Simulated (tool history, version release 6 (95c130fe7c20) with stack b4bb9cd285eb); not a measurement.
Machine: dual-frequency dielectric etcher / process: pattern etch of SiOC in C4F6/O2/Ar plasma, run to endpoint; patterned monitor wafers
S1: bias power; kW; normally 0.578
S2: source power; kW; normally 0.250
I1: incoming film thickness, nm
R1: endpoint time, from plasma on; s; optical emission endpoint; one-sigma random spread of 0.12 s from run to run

{"run": 1, "hour": 0.0, "S1": 0.578, "S2": 0.25, "I1": 49.15, "R1": 20.1}
{"run": 2, "hour": 24.4, "S1": 0.578, "S2": 0.25, "I1": 49.31, "R1": 20.4}
{"run": 3, "hour": 120.5, "S1": 0.578, "S2": 0.25, "I1": 49.63, "R1": 20.2}
{"run": 4, "hour": 179.0, "S1": 0.578, "S2": 0.25, "I1": 49.31, "R1": 20.1}
{"hour": 252.5, "done": "upper electrode replaced, of another model than before"}
{"run": 5, "hour": 253.0, "S1": 0.578, "S2": 0.25, "I1": 49.9, "R1": 20.3}
{"run": 6, "hour": 273.9, "S1": 0.628, "S2": 0.25, "I1": 49.04, "R1": 19.3}
{"hour": 305.5, "done": "source power generator calibrated"}
{"run": 7, "hour": 306.0, "S1": 0.628, "S2": 0.25, "I1": 49.03, "R1": 19.1}
{"hour": 366.5, "done": "bias power generator calibrated"}
{"run": 8, "hour": 367.0, "S1": 0.631, "S2": 0.23, "I1": 49.05, "R1": 20.3}
{"hour": 431.2, "done": "wet clean of the chamber"}
{"run": 9, "hour": 431.7, "S1": 0.622, "S2": 0.3, "I1": 49.14, "R1": 18.0}
{"run": 10, "hour": 444.7, "S1": 0.635, "S2": 0.31, "I1": 49.56, "R1": 17.7}
{"run": 11, "hour": 483.0, "S1": 0.702, "S2": 0.25, "I1": 49.47, "R1": 19.6}
{"run": 12, "hour": 514.5, "S1": 0.578, "S2": 0.23, "I1": 49.53, "R1": 21.9}
{"run": 13, "hour": 541.7, "S1": 0.578, "S2": 0.25, "I1": 49.29, "R1": 20.5}
{"run": 14, "hour": 570.8, "S1": 0.578, "S2": 0.25, "I1": 49.41, "R1": 20.4}

Run-by-run hidden state of the tool:
bias power that arrives over what is set, %: 0 at every run
source power that arrives over what is set, %: 0 at every run
H1: etch rate over this chamber's usual, %
run=1 H1=1.89
run=2 H1=2.12
run=3 H1=3.03
run=4 H1=3.58
run=5 H1=4.28
run=6 H1=4.48
run=7 H1=4.79
run=8 H1=5.36
run=9 H1=0.436
run=10 H1=0.559
run=11 H1=0.921
run=12 H1=1.22
run=13 H1=1.48
run=14 H1=1.75
